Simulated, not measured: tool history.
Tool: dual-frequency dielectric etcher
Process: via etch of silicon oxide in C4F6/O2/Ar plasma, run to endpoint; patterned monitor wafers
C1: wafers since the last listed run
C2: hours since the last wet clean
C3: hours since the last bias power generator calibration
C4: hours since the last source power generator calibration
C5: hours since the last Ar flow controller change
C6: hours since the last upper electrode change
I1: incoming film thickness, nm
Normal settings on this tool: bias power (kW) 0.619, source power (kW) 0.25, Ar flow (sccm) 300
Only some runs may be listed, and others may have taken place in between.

{"run": 1, "hour": 0.0, "bias power (kW)": 0.619, "source power (kW)": 0.25, "Ar flow (sccm)": 300, "C1": 0, "C2": 232.4, "C3": 2393.9, "C4": 3469.9, "C5": 4994.8, "C6": 4244.2, "I1": 84.8, "endpoint time (s)": 22.6}
{"run": 2, "hour": 17.4, "bias power (kW)": 0.619, "source power (kW)": 0.25, "Ar flow (sccm)": 300, "C1": 264, "C2": 249.8, "C3": 2411.3, "C4": 3487.3, "C5": 5012.2, "C6": 4261.6, "I1": 85.4, "endpoint time (s)": 22.7}
{"run": 3, "hour": 59.6, "bias power (kW)": 0.619, "source power (kW)": 0.25, "Ar flow (sccm)": 300, "C1": 641, "C2": 292, "C3": 2453.5, "C4": 3529.5, "C5": 5054.4, "C6": 4303.8, "I1": 85.4, "endpoint time (s)": 22.7}
{"run": 4, "hour": 71.3, "bias power (kW)": 0.619, "source power (kW)": 0.25, "Ar flow (sccm)": 300, "C1": 177, "C2": 303.7, "C3": 2465.2, "C4": 3541.2, "C5": 5066.1, "C6": 4315.5, "I1": 85.6, "endpoint time (s)": 22.8}
{"run": 5, "hour": 80.5, "bias power (kW)": 0.619, "source power (kW)": 0.25, "Ar flow (sccm)": 300, "C1": 139, "C2": 312.9, "C3": 2474.4, "C4": 3550.4, "C5": 5075.3, "C6": 4324.7, "I1": 84.9, "endpoint time (s)": 22.5}
{"run": 6, "hour": 97.7, "bias power (kW)": 0.619, "source power (kW)": 0.25, "Ar flow (sccm)": 300, "C1": 261, "C2": 330.1, "C3": 2491.6, "C4": 3567.6, "C5": 5092.5, "C6": 4341.9, "I1": 84.2, "endpoint time (s)": 22.3}
{"run": 7, "hour": 106.8, "bias power (kW)": 0.619, "source power (kW)": 0.25, "Ar flow (sccm)": 300, "C1": 138, "C2": 339.2, "C3": 2500.7, "C4": 3576.7, "C5": 5101.6, "C6": 4351, "I1": 84.4, "endpoint time (s)": 22.4}
{"run": 8, "hour": 113.3, "bias power (kW)": 0.619, "source power (kW)": 0.27, "Ar flow (sccm)": 340, "C1": 98, "C2": 345.7, "C3": 2507.2, "C4": 3583.2, "C5": 5108.1, "C6": 4357.5, "I1": 85.5, "endpoint time (s)": 22.4}
{"run": 9, "hour": 166.9, "bias power (kW)": 0.619, "source power (kW)": 0.27, "Ar flow (sccm)": 340, "C1": 815, "C2": 399.3, "C3": 2560.8, "C4": 3636.8, "C5": 5161.7, "C6": 4411.1, "I1": 83.9, "endpoint time (s)": 21.9}
{"hour": 188.5, "done": "source power generator calibrated"}
{"run": 10, "hour": 207.7, "bias power (kW)": 0.619, "source power (kW)": 0.27, "Ar flow (sccm)": 340, "C1": 559, "C2": 440.1, "C3": 2601.6, "C4": 19.2, "C5": 5202.5, "C6": 4451.9, "I1": 84.4, "endpoint time (s)": 22.1}
{"hour": 237.8, "done": "upper electrode replaced"}
{"run": 11, "hour": 238.3, "bias power (kW)": 0.619, "source power (kW)": 0.2, "Ar flow (sccm)": 300, "C1": 100, "C2": 470.7, "C3": 2632.2, "C4": 49.8, "C5": 5233.1, "C6": 0.5, "I1": 85.3, "endpoint time (s)": 24}
{"run": 12, "hour": 241.1, "bias power (kW)": 0.513, "source power (kW)": 0.31, "Ar flow (sccm)": 300, "C1": 42, "C2": 473.5, "C3": 2635, "C4": 52.6, "C5": 5235.9, "C6": 3.3, "I1": 84.9, "endpoint time (s)": 22.6}
{"hour": 250.1, "done": "bias power generator calibrated"}
{"hour": 250.3, "done": "Ar flow controller replaced"}
{"run": 13, "hour": 251.5, "bias power (kW)": 0.619, "source power (kW)": 0.22, "Ar flow (sccm)": 338, "C1": 93, "C2": 483.9, "C3": 1.4, "C4": 63, "C5": 1.2, "C6": 13.7, "I1": 85.5, "endpoint time (s)": 23.7}
{"hour": 276.4, "done": "wet clean of the chamber"}
{"run": 14, "hour": 276.9, "bias power (kW)": 0.619, "source power (kW)": 0.25, "Ar flow (sccm)": 300, "C1": 21, "C2": 0.5, "C3": 26.8, "C4": 88.4, "C5": 26.6, "C6": 39.1, "I1": 85.1, "endpoint time (s)": 22.8}
{"run": 15, "hour": 277.2, "bias power (kW)": 0.472, "source power (kW)": 0.25, "Ar flow (sccm)": 300, "C1": 4, "C2": 0.8, "C3": 27.1, "C4": 88.7, "C5": 26.9, "C6": 39.4, "I1": 84.8, "endpoint time (s)": 25}

Run 16, settings as shown, results not yet in. Your forecast:
{"run": 16, "hour": 278.7, "bias power (kW)": 0.491, "source power (kW)": 0.31, "Ar flow (sccm)": 369, "C1": 22, "C2": 2.3, "C3": 28.6, "C4": 90.2, "C5": 28.4, "C6": 40.9, "I1": 83.9, "endpoint time (s)": "?"}

{"run 16": {"endpoint time (s)": 23.1}}
On a tool with no hidden condition, and with the same random variation, this run would have come out at endpoint time (s) 23.1.

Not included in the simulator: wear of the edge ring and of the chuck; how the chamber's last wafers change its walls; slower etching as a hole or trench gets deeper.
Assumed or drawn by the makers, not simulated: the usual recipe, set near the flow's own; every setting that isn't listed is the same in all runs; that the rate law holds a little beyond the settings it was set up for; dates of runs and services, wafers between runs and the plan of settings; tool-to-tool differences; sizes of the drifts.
